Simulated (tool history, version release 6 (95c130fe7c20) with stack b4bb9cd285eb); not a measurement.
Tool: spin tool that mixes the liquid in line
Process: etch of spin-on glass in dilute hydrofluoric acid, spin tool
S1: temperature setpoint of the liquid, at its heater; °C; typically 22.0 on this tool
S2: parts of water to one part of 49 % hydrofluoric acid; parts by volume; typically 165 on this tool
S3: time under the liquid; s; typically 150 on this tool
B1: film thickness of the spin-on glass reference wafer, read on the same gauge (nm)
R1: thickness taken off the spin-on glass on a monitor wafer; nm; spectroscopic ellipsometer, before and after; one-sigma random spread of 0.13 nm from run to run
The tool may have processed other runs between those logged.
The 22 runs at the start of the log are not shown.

run	hour	S1	S2	S3	B1	R1
23	567.6	25.5	220	190	39.98	27.29
24	579.6	26.0	110	190	40.01	64.27
25	613.4	22.0	165	150	39.96	26.70
26	640.4	24.5	185	150	39.98	25.53
27	667.2	22.0	245	215	39.98	23.92
28	684.6	22.0	165	150	40.02	26.74
29	708.1	22.0	165	150	40.03	26.78
30	738.9	22.0	200	190	39.97	26.87
31	770.4	19.5	165	235	40.00	37.81
32	801.5	19.5	105	80	40.03	21.71
33	815.4	22.0	90	220	39.99	78.15

Below are 5 alternative next runs, each starting from the tool's condition after run 33. Predict each:
A	815.9	22.0	165	150	?	?
B	815.9	22.0	240	90	?	?
C	815.9	24.0	220	200	?	?
D	815.9	22.0	110	180	?	?
E	815.9	26.0	140	105	?	?

run	B1	R1
A	39.99	26.76
B	39.99	10.21
C	39.99	27.19
D	39.99	51.23
E	39.99	26.46
With the hidden condition removed and each run's random variation left untouched, the same runs would have given:
run	R1
A	27.23
B	10.40
C	27.69
D	52.10
E	26.93

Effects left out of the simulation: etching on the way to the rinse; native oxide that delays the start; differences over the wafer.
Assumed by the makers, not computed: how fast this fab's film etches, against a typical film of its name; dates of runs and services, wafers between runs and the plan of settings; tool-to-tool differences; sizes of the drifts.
